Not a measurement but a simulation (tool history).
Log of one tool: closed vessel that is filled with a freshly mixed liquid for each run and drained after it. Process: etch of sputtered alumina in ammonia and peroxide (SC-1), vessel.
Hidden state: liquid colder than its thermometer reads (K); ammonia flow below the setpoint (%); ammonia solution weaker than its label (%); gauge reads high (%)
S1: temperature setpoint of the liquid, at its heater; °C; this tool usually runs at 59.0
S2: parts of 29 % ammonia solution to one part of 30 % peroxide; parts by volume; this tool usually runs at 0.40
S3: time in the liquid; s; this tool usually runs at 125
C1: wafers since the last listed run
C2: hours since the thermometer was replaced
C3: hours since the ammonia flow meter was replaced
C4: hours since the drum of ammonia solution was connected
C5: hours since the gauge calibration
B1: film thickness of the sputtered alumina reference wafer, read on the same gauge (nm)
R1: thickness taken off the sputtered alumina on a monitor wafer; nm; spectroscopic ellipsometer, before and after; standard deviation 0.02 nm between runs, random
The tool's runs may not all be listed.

{"run": 1, "hour": 0.0, "S1": 59.0, "S2": 0.55, "S3": 125, "C1": 0, "C2": 190.4, "C3": 1726.8, "C4": 890.2, "C5": 1036.5, "B1": 90.02, "R1": 7.18}
{"run": 2, "hour": 25.3, "S1": 59.0, "S2": 0.4, "S3": 125, "C1": 3143, "C2": 215.7, "C3": 1752.1, "C4": 915.5, "C5": 1061.8, "B1": 90.01, "R1": 7.0}
{"run": 3, "hour": 54.6, "S1": 59.0, "S2": 0.4, "S3": 125, "C1": 3640, "C2": 245.0, "C3": 1781.4, "C4": 944.8, "C5": 1091.1, "B1": 90.0, "R1": 6.96}
{"hour": 75.3, "done": "new drum of ammonia solution connected"}
{"run": 4, "hour": 105.3, "S1": 59.0, "S2": 0.4, "S3": 125, "C1": 6175, "C2": 295.7, "C3": 1832.1, "C4": 30.0, "C5": 1141.8, "B1": 90.0, "R1": 6.95}
{"run": 5, "hour": 142.9, "S1": 65.0, "S2": 0.4, "S3": 75, "C1": 4672, "C2": 333.3, "C3": 1869.7, "C4": 67.6, "C5": 1179.4, "B1": 89.97, "R1": 5.64}
{"run": 6, "hour": 214.1, "S1": 65.0, "S2": 0.4, "S3": 75, "C1": 8847, "C2": 404.5, "C3": 1940.9, "C4": 138.8, "C5": 1250.6, "B1": 90.02, "R1": 5.6}
{"run": 7, "hour": 257.0, "S1": 65.0, "S2": 0.4, "S3": 75, "C1": 5330, "C2": 447.4, "C3": 1983.8, "C4": 181.7, "C5": 1293.5, "B1": 89.99, "R1": 5.61}
{"run": 8, "hour": 318.5, "S1": 59.0, "S2": 0.4, "S3": 100, "C1": 7641, "C2": 508.9, "C3": 2045.3, "C4": 243.2, "C5": 1355.0, "B1": 90.02, "R1": 5.45}
{"hour": 466.9, "done": "thermometer replaced"}
{"hour": 508.9, "done": "ammonia flow meter replaced"}
{"run": 9, "hour": 530.4, "S1": 59.0, "S2": 0.4, "S3": 125, "C1": 26081, "C2": 63.5, "C3": 21.5, "C4": 455.1, "C5": 1566.9, "B1": 89.98, "R1": 7.12}
{"run": 10, "hour": 599.1, "S1": 59.0, "S2": 0.4, "S3": 125, "C1": 8536, "C2": 132.2, "C3": 90.2, "C4": 523.8, "C5": 1635.6, "B1": 89.99, "R1": 7.09}
{"run": 11, "hour": 660.8, "S1": 59.0, "S2": 0.4, "S3": 125, "C1": 7666, "C2": 193.9, "C3": 151.9, "C4": 585.5, "C5": 1697.3, "B1": 89.99, "R1": 7.06}
{"run": 12, "hour": 722.9, "S1": 59.0, "S2": 0.4, "S3": 150, "C1": 7716, "C2": 256.0, "C3": 214.0, "C4": 647.6, "C5": 1759.4, "B1": 90.0, "R1": 8.42}
{"run": 13, "hour": 770.4, "S1": 51.0, "S2": 0.5, "S3": 125, "C1": 5902, "C2": 303.5, "C3": 261.5, "C4": 695.1, "C5": 1806.9, "B1": 90.0, "R1": 4.65}
{"run": 14, "hour": 830.9, "S1": 59.0, "S2": 0.4, "S3": 125, "C1": 7517, "C2": 364.0, "C3": 322.0, "C4": 755.6, "C5": 1867.4, "B1": 90.02, "R1": 6.94}
{"run": 15, "hour": 858.7, "S1": 62.0, "S2": 0.2, "S3": 125, "C1": 3454, "C2": 391.8, "C3": 349.8, "C4": 783.4, "C5": 1895.2, "B1": 90.01, "R1": 7.62}
{"hour": 880.4, "done": "gauge calibrated"}
{"run": 16, "hour": 912.2, "S1": 55.5, "S2": 0.4, "S3": 125, "C1": 6647, "C2": 445.3, "C3": 403.3, "C4": 836.9, "C5": 31.8, "B1": 90.02, "R1": 5.78}
{"run": 17, "hour": 960.6, "S1": 55.5, "S2": 0.3, "S3": 125, "C1": 6014, "C2": 493.7, "C3": 451.7, "C4": 885.3, "C5": 80.2, "B1": 90.01, "R1": 5.58}
{"hour": 962.1, "done": "new drum of ammonia solution connected"}
{"run": 18, "hour": 1022.7, "S1": 50.5, "S2": 0.2, "S3": 150, "C1": 7592, "C2": 555.8, "C3": 513.8, "C4": 60.6, "C5": 142.3, "B1": 89.99, "R1": 4.9}
{"hour": 1061.9, "done": "thermometer replaced"}
{"run": 19, "hour": 1077.6, "S1": 59.0, "S2": 0.4, "S3": 185, "C1": 6697, "C2": 15.7, "C3": 568.7, "C4": 115.5, "C5": 197.2, "B1": 89.99, "R1": 10.5}
{"run": 20, "hour": 1242.8, "S1": 68.0, "S2": 0.4, "S3": 175, "C1": 20527, "C2": 180.9, "C3": 733.9, "C4": 280.7, "C5": 362.4, "B1": 89.98, "R1": 15.39}
{"run": 21, "hour": 1312.8, "S1": 59.0, "S2": 0.4, "S3": 125, "C1": 8698, "C2": 250.9, "C3": 803.9, "C4": 350.7, "C5": 432.4, "B1": 89.99, "R1": 7.02}
{"run": 22, "hour": 1356.9, "S1": 55.5, "S2": 0.35, "S3": 85, "C1": 5479, "C2": 295.0, "C3": 848.0, "C4": 394.8, "C5": 476.5, "B1": 90.01, "R1": 3.89}
{"run": 23, "hour": 1523.8, "S1": 59.0, "S2": 0.4, "S3": 125, "C1": 20738, "C2": 461.9, "C3": 1014.9, "C4": 561.7, "C5": 643.4, "B1": 90.0, "R1": 6.89}
{"run": 24, "hour": 1569.3, "S1": 68.5, "S2": 0.4, "S3": 100, "C1": 5653, "C2": 507.4, "C3": 1060.4, "C4": 607.2, "C5": 688.9, "B1": 90.01, "R1": 8.83}
{"run": 25, "hour": 1659.1, "S1": 59.0, "S2": 0.3, "S3": 125, "C1": 11158, "C2": 597.2, "C3": 1150.2, "C4": 697.0, "C5": 778.7, "B1": 89.99, "R1": 6.62}
{"run": 26, "hour": 1727.4, "S1": 59.0, "S2": 0.4, "S3": 125, "C1": 8486, "C2": 665.5, "C3": 1218.5, "C4": 765.3, "C5": 847.0, "B1": 89.99, "R1": 6.79}
{"hour": 1754.2, "done": "thermometer replaced"}
{"run": 27, "hour": 1775.6, "S1": 59.0, "S2": 0.4, "S3": 95, "C1": 5865, "C2": 21.4, "C3": 1266.7, "C4": 813.5, "C5": 895.2, "B1": 90.0, "R1": 5.37}

Forecast each of these 5 alternatives for the next run:
{"run": "A", "hour": 1776.3, "S1": 59.0, "S2": 0.4, "S3": 125, "C1": 86, "C2": 22.1, "C3": 1267.4, "C4": 814.2, "C5": 895.9, "B1": "?", "R1": "?"}
{"run": "B", "hour": 1776.3, "S1": 59.0, "S2": 0.25, "S3": 175, "C1": 86, "C2": 22.1, "C3": 1267.4, "C4": 814.2, "C5": 895.9, "B1": "?", "R1": "?"}
{"run": "C", "hour": 1776.3, "S1": 59.0, "S2": 0.4, "S3": 65, "C1": 86, "C2": 22.1, "C3": 1267.4, "C4": 814.2, "C5": 895.9, "B1": "?", "R1": "?"}
{"run": "D", "hour": 1776.3, "S1": 63.5, "S2": 0.25, "S3": 90, "C1": 86, "C2": 22.1, "C3": 1267.4, "C4": 814.2, "C5": 895.9, "B1": "?", "R1": "?"}
{"run": "E", "hour": 1776.3, "S1": 59.0, "S2": 0.4, "S3": 165, "C1": 86, "C2": 22.1, "C3": 1267.4, "C4": 814.2, "C5": 895.9, "B1": "?", "R1": "?"}

run=A B1=90.01 R1=7.05
run=B B1=90.01 R1=9.44
run=C B1=90.01 R1=3.67
run=D B1=90.01 R1=6.11
run=E B1=90.01 R1=9.31
Had the tool no hidden state, the same runs would have come out as:
run=A R1=7.13
run=B R1=9.55
run=C R1=3.71
run=D R1=6.18
run=E R1=9.41

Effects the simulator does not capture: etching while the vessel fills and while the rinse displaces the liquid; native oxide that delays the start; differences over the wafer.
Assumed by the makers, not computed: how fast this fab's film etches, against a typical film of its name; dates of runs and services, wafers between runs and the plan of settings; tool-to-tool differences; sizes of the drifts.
